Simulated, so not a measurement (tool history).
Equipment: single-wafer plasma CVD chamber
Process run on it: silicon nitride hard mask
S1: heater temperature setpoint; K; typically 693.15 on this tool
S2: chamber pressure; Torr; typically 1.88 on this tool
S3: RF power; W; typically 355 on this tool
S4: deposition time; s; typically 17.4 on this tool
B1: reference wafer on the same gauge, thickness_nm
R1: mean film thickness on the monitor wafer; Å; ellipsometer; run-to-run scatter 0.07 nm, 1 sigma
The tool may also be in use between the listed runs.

{"run": 1, "hour": 0.0, "S1": 693.15, "S2": 1.88, "S3": 355, "S4": 17.4, "B1": 19.088, "R1": 232.36}
{"run": 2, "hour": 42.5, "S1": 693.15, "S2": 1.88, "S3": 355, "S4": 17.4, "B1": 19.089, "R1": 232.42}
{"run": 3, "hour": 113.5, "S1": 693.15, "S2": 1.88, "S3": 385, "S4": 18.2, "B1": 19.042, "R1": 256.05}
{"run": 4, "hour": 173.3, "S1": 693.15, "S2": 1.88, "S3": 385, "S4": 18.2, "B1": 19.027, "R1": 256.62}
{"run": 5, "hour": 239.2, "S1": 693.15, "S2": 1.88, "S3": 355, "S4": 17.4, "B1": 18.993, "R1": 232.38}
{"run": 6, "hour": 406.4, "S1": 693.15, "S2": 1.88, "S3": 355, "S4": 17.4, "B1": 18.945, "R1": 229.86}
{"run": 7, "hour": 440.9, "S1": 693.15, "S2": 1.88, "S3": 355, "S4": 17.4, "B1": 18.934, "R1": 231.07}
{"run": 8, "hour": 504.3, "S1": 693.15, "S2": 1.88, "S3": 355, "S4": 17.4, "B1": 19.582, "R1": 238.45}
{"run": 9, "hour": 575.9, "S1": 693.15, "S2": 1.88, "S3": 355, "S4": 17.4, "B1": 19.458, "R1": 236.93}
{"run": 10, "hour": 628.0, "S1": 693.15, "S2": 1.88, "S3": 355, "S4": 17.4, "B1": 19.37, "R1": 236.34}
{"run": 11, "hour": 682.9, "S1": 693.15, "S2": 1.88, "S3": 355, "S4": 17.4, "B1": 19.316, "R1": 234.58}
{"run": 12, "hour": 747.3, "S1": 687.15, "S2": 2.13, "S3": 385, "S4": 19.5, "B1": 19.241, "R1": 284.99}
{"run": 13, "hour": 790.1, "S1": 705.15, "S2": 2.26, "S3": 290, "S4": 19.7, "B1": 19.206, "R1": 237.43}
{"run": 14, "hour": 861.3, "S1": 683.15, "S2": 1.88, "S3": 415, "S4": 17.4, "B1": 19.136, "R1": 260.73}
{"run": 15, "hour": 927.7, "S1": 693.15, "S2": 1.88, "S3": 315, "S4": 17.4, "B1": 19.128, "R1": 213.92}
{"run": 16, "hour": 987.4, "S1": 693.15, "S2": 1.88, "S3": 355, "S4": 17.4, "B1": 19.102, "R1": 232.23}
{"run": 17, "hour": 1016.4, "S1": 698.15, "S2": 1.74, "S3": 300, "S4": 20.8, "B1": 19.075, "R1": 244.51}
{"run": 18, "hour": 1087.1, "S1": 693.15, "S2": 1.88, "S3": 355, "S4": 17.4, "B1": 19.055, "R1": 233.0}
{"run": 19, "hour": 1137.6, "S1": 693.15, "S2": 2.25, "S3": 355, "S4": 16.5, "B1": 19.032, "R1": 226.4}
{"run": 20, "hour": 1202.8, "S1": 686.15, "S2": 2.15, "S3": 375, "S4": 14.7, "B1": 19.049, "R1": 209.68}
{"run": 21, "hour": 1264.0, "S1": 693.15, "S2": 2.21, "S3": 355, "S4": 17.4, "B1": 19.045, "R1": 238.05}
{"run": 22, "hour": 1334.9, "S1": 693.15, "S2": 2.07, "S3": 310, "S4": 17.4, "B1": 19.522, "R1": 221.05}
{"run": 23, "hour": 1391.2, "S1": 706.15, "S2": 2.11, "S3": 355, "S4": 16.4, "B1": 19.422, "R1": 227.26}

Removed from this log: 6 entries logged between the listed runs. Between which two listed runs does each belong, and how does the tool's hidden state at the listed run before it compare with that at the listed run after it?
In the gap between runs 7 and 8: thermocouple changed; heater temperature recalibrated (hour 465.3); gauge calibrated (hour 490.9)
  gauge reads high (%): -3.3 -> -0.0469
  measured result minus the result with no hidden state, R1: -7.88 -> -0.11 Å
In the gap between runs 11 and 12: capacitance manometer re-zeroed and calibrated (hour 695.9)
  gauge reads high (%): -1.57 -> -1.89
  measured result minus the result with no hidden state, R1: -3.73 -> -5.50 Å
In the gap between runs 14 and 15: RF generator calibrated (hour 878.5); showerhead replaced (hour 927.2)
  gauge reads high (%): -2.3 -> -2.46
  measured result minus the result with no hidden state, R1: -6.14 -> -5.41 Å
In the gap between runs 21 and 22: gauge calibrated (hour 1323.0)
  gauge reads high (%): -2.86 -> -0.324
  measured result minus the result with no hidden state, R1: -7.00 -> -0.72 Å

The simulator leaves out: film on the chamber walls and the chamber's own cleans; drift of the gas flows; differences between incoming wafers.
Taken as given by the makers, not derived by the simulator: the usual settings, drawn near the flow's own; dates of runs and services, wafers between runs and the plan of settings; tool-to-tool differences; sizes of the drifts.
